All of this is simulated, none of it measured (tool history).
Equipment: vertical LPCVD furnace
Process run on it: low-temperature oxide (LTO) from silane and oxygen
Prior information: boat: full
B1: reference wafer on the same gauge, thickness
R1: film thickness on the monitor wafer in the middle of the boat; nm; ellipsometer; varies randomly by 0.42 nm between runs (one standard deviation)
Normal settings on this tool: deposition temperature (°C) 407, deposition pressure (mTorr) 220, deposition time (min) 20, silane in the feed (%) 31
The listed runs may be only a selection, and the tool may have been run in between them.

{"run": 1, "hour": 0.0, "deposition temperature (°C)": 407, "deposition pressure (mTorr)": 205, "deposition time (min)": 20, "silane in the feed (%)": 29, "B1": 169.97, "R1": 136.45}
{"run": 2, "hour": 93.8, "deposition temperature (°C)": 407, "deposition pressure (mTorr)": 205, "deposition time (min)": 20, "silane in the feed (%)": 29, "B1": 170.01, "R1": 136.44}
{"run": 3, "hour": 150.8, "deposition temperature (°C)": 407, "deposition pressure (mTorr)": 205, "deposition time (min)": 20, "silane in the feed (%)": 29, "B1": 169.95, "R1": 136.29}
{"run": 4, "hour": 364.8, "deposition temperature (°C)": 407, "deposition pressure (mTorr)": 220, "deposition time (min)": 20, "silane in the feed (%)": 31, "B1": 170.14, "R1": 161.79}
{"run": 5, "hour": 440.6, "deposition temperature (°C)": 407, "deposition pressure (mTorr)": 220, "deposition time (min)": 20, "silane in the feed (%)": 31, "B1": 169.89, "R1": 161.28}
{"run": 6, "hour": 500.7, "deposition temperature (°C)": 407, "deposition pressure (mTorr)": 220, "deposition time (min)": 20, "silane in the feed (%)": 31, "B1": 170.11, "R1": 160.77}
{"run": 7, "hour": 592.3, "deposition temperature (°C)": 402, "deposition pressure (mTorr)": 220, "deposition time (min)": 20, "silane in the feed (%)": 31, "B1": 169.96, "R1": 151.72}
{"run": 8, "hour": 690.2, "deposition temperature (°C)": 402, "deposition pressure (mTorr)": 220, "deposition time (min)": 20, "silane in the feed (%)": 31, "B1": 170.09, "R1": 151.03}
{"hour": 754.4, "done": "silane flow controller replaced"}
{"hour": 778.6, "done": "thermocouples replaced and temperature profile calibrated"}
{"run": 9, "hour": 779.1, "deposition temperature (°C)": 402, "deposition pressure (mTorr)": 220, "deposition time (min)": 20, "silane in the feed (%)": 31, "B1": 170.03, "R1": 151.63}
{"hour": 789.7, "done": "gauge calibrated"}
{"run": 10, "hour": 839.9, "deposition temperature (°C)": 407, "deposition pressure (mTorr)": 220, "deposition time (min)": 20, "silane in the feed (%)": 31, "B1": 169.95, "R1": 160.62}
{"run": 11, "hour": 938.2, "deposition temperature (°C)": 407, "deposition pressure (mTorr)": 220, "deposition time (min)": 20, "silane in the feed (%)": 31, "B1": 170.03, "R1": 160.61}
{"run": 12, "hour": 1025.3, "deposition temperature (°C)": 407, "deposition pressure (mTorr)": 200, "deposition time (min)": 15.5, "silane in the feed (%)": 26, "B1": 170.14, "R1": 87.06}
{"run": 13, "hour": 1062.6, "deposition temperature (°C)": 407, "deposition pressure (mTorr)": 165, "deposition time (min)": 20, "silane in the feed (%)": 31, "B1": 170.06, "R1": 119.63}
{"run": 14, "hour": 1169.0, "deposition temperature (°C)": 407, "deposition pressure (mTorr)": 235, "deposition time (min)": 26.5, "silane in the feed (%)": 34, "B1": 170, "R1": 257.68}
{"hour": 1212.5, "done": "pressure gauge zeroed"}
{"run": 15, "hour": 1254.4, "deposition temperature (°C)": 407, "deposition pressure (mTorr)": 200, "deposition time (min)": 20, "silane in the feed (%)": 27, "B1": 170.04, "R1": 121.3}
{"run": 16, "hour": 1306.8, "deposition temperature (°C)": 401, "deposition pressure (mTorr)": 205, "deposition time (min)": 22.5, "silane in the feed (%)": 26, "B1": 169.86, "R1": 122.87}
{"run": 17, "hour": 1380.6, "deposition temperature (°C)": 407, "deposition pressure (mTorr)": 220, "deposition time (min)": 20, "silane in the feed (%)": 31, "B1": 170.07, "R1": 163.46}
{"run": 18, "hour": 1424.8, "deposition temperature (°C)": 401, "deposition pressure (mTorr)": 220, "deposition time (min)": 24.5, "silane in the feed (%)": 27, "B1": 169.75, "R1": 151.93}
{"run": 19, "hour": 1495.7, "deposition temperature (°C)": 407, "deposition pressure (mTorr)": 220, "deposition time (min)": 20, "silane in the feed (%)": 31, "B1": 170.13, "R1": 162.79}
{"run": 20, "hour": 1582.6, "deposition temperature (°C)": 419, "deposition pressure (mTorr)": 170, "deposition time (min)": 20, "silane in the feed (%)": 31, "B1": 170.03, "R1": 145.07}

Expected results for the next run?
{"run": 21, "hour": 1673.8, "deposition temperature (°C)": 402, "deposition pressure (mTorr)": 220, "deposition time (min)": 20, "silane in the feed (%)": 31, "B1": "?", "R1": "?"}

Run 21 came out at B1 169.89, R1 154.19 nm.
With no hidden state in the tool, this same run would have given R1 154.39 nm.

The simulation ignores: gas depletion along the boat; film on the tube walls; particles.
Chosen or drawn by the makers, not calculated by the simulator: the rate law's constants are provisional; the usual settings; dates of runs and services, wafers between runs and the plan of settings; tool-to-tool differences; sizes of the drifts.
